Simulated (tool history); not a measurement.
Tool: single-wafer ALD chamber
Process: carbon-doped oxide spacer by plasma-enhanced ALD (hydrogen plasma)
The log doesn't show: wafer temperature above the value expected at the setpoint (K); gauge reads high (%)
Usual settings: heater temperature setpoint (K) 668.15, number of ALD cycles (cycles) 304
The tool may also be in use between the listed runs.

| run | hour | heater temperature setpoint (K) | number of ALD cycles (cycles) | wafers since the last listed run | hours since the last thermocouple change | hours since the gauge calibration | read-back reference wafer on the same gauge, thickness_nm | mean film thickness on the monitor wafer (Å) |
|---|---|---|---|---|---|---|---|---|
| 1 | 0.0 | 668.15 | 322 | 0 | 2300.8 | 534.9 | 18.528 | 169.42 |
| 2 | 24.6 | 668.15 | 322 | 32 | 2325.4 | 559.5 | 18.499 | 169.26 |
| 3 | 48.8 | 662.15 | 304 | 31 | 2349.6 | 583.7 | 18.534 | 160.28 |
| 4 | 68.8 | 668.15 | 304 | 26 | 2369.6 | 603.7 | 18.530 | 160.49 |
| 5 | 90.1 | 668.15 | 304 | 27 | 2390.9 | 625.0 | 18.570 | 160.82 |
| 6 | 111.9 | 668.15 | 304 | 28 | 2412.7 | 646.8 | 18.559 | 160.93 |
| 7 | 134.8 | 668.15 | 304 | 29 | 2435.6 | 669.7 | 18.553 | 160.33 |
| 8 | 167.5 | 668.15 | 304 | 42 | 2468.3 | 702.4 | 18.578 | 160.17 |
| 9 | 193.8 | 668.15 | 304 | 34 | 2494.6 | 728.7 | 18.575 | 160.85 |
| 10 | 210.3 | 668.15 | 304 | 21 | 2511.1 | 745.2 | 18.581 | 160.31 |
| 11 | 235.9 | 676.15 | 343 | 33 | 2536.7 | 770.8 | 18.600 | 179.11 |
| 12 | 253.0 | 676.15 | 343 | 22 | 2553.8 | 787.9 | 18.587 | 179.53 |
| 13 | 283.3 | 668.15 | 304 | 39 | 2584.1 | 818.2 | 18.612 | 161.05 |
| 14 | 315.8 | 657.15 | 304 | 42 | 2616.6 | 850.7 | 18.616 | 161.51 |
| 15 | 341.2 | 657.15 | 304 | 33 | 2642.0 | 876.1 | 18.625 | 161.35 |
| 16 | 356.3 | 668.15 | 304 | 19 | 2657.1 | 891.2 | 18.629 | 160.98 |
| 17 | 381.4 | 668.15 | 304 | 32 | 2682.2 | 916.3 | 18.639 | 161.22 |
| 18 | 415.7 | 668.15 | 304 | 44 | 2716.5 | 950.6 | 18.658 | 161.26 |
| 19 | 428.4 | 668.15 | 304 | 16 | 2729.2 | 963.3 | 18.676 | 161.51 |
| 20 | 453.5 | 668.15 | 304 | 32 | 2754.3 | 988.4 | 18.678 | 161.54 |
| 21 | 477.7 | 657.15 | 354 | 31 | 2778.5 | 1012.6 | 18.690 | 188.37 |
| 22 | 506.6 | 668.15 | 279 | 37 | 2807.4 | 1041.5 | 18.720 | 148.90 |
|  | 538.6 | thermocouple changed; heater temperature recalibrated |
| 23 | 542.3 | 662.15 | 304 | 36 | 3.7 | 1077.2 | 18.730 | 161.90 |
|  | 552.2 | gauge calibrated |
| 24 | 574.4 | 673.15 | 244 | 41 | 35.8 | 22.2 | 18.378 | 128.01 |
| 25 | 598.1 | 673.15 | 244 | 30 | 59.5 | 45.9 | 18.397 | 126.93 |
| 26 | 615.9 | 668.15 | 304 | 23 | 77.3 | 63.7 | 18.382 | 159.33 |
| 27 | 715.1 | 668.15 | 304 | 129 | 176.5 | 162.9 | 18.392 | 159.03 |
| 28 | 748.9 | 679.15 | 274 | 43 | 210.3 | 196.7 | 18.375 | 140.72 |
| 29 | 765.6 | 675.15 | 263 | 21 | 227.0 | 213.4 | 18.391 | 136.42 |
| 30 | 781.1 | 655.15 | 349 | 20 | 242.5 | 228.9 | 18.359 | 183.65 |
| 31 | 804.2 | 663.15 | 262 | 30 | 265.6 | 252.0 | 18.383 | 137.07 |
| 32 | 831.2 | 676.15 | 304 | 35 | 292.6 | 279.0 | 18.413 | 157.61 |
| 33 | 890.2 | 676.15 | 343 | 76 | 351.6 | 338.0 | 18.417 | 177.90 |
| 34 | 923.0 | 668.15 | 304 | 42 | 384.4 | 370.8 | 18.422 | 159.44 |
| 35 | 944.7 | 668.15 | 304 | 28 | 406.1 | 392.5 | 18.417 | 158.81 |
| 36 | 962.9 | 657.15 | 280 | 23 | 424.3 | 410.7 | 18.399 | 146.87 |
| 37 | 992.1 | 680.15 | 304 | 38 | 453.5 | 439.9 | 18.425 | 156.07 |
| 38 | 1022.1 | 668.15 | 304 | 39 | 483.5 | 469.9 | 18.409 | 159.10 |
| 39 | 1039.8 | 668.15 | 282 | 23 | 501.2 | 487.6 | 18.441 | 147.73 |
| 40 | 1073.0 | 680.15 | 354 | 43 | 534.4 | 520.8 | 18.426 | 181.92 |
| 41 | 1088.4 | 656.15 | 324 | 20 | 549.8 | 536.2 | 18.455 | 171.01 |

4 ways to go on from here, each from the tool as it stands after run 41. What would each give?
| A | 1089.3 | 668.15 | 304 | 1 | 550.7 | 537.1 | ? | ? |
| B | 1089.3 | 662.15 | 339 | 1 | 550.7 | 537.1 | ? | ? |
| C | 1089.3 | 677.15 | 285 | 1 | 550.7 | 537.1 | ? | ? |
| D | 1089.3 | 678.15 | 270 | 1 | 550.7 | 537.1 | ? | ? |

| run | read-back reference wafer on the same gauge, thickness_nm | mean film thickness on the monitor wafer (Å) |
|---|---|---|
| A | 18.467 | 159.22 |
| B | 18.467 | 177.55 |
| C | 18.467 | 147.22 |
| D | 18.467 | 139.02 |
Without the tool's hidden state the same runs would have given:
| run | mean film thickness on the monitor wafer (Å) |
|---|---|
| A | 158.81 |
| B | 177.09 |
| C | 146.84 |
| D | 138.67 |

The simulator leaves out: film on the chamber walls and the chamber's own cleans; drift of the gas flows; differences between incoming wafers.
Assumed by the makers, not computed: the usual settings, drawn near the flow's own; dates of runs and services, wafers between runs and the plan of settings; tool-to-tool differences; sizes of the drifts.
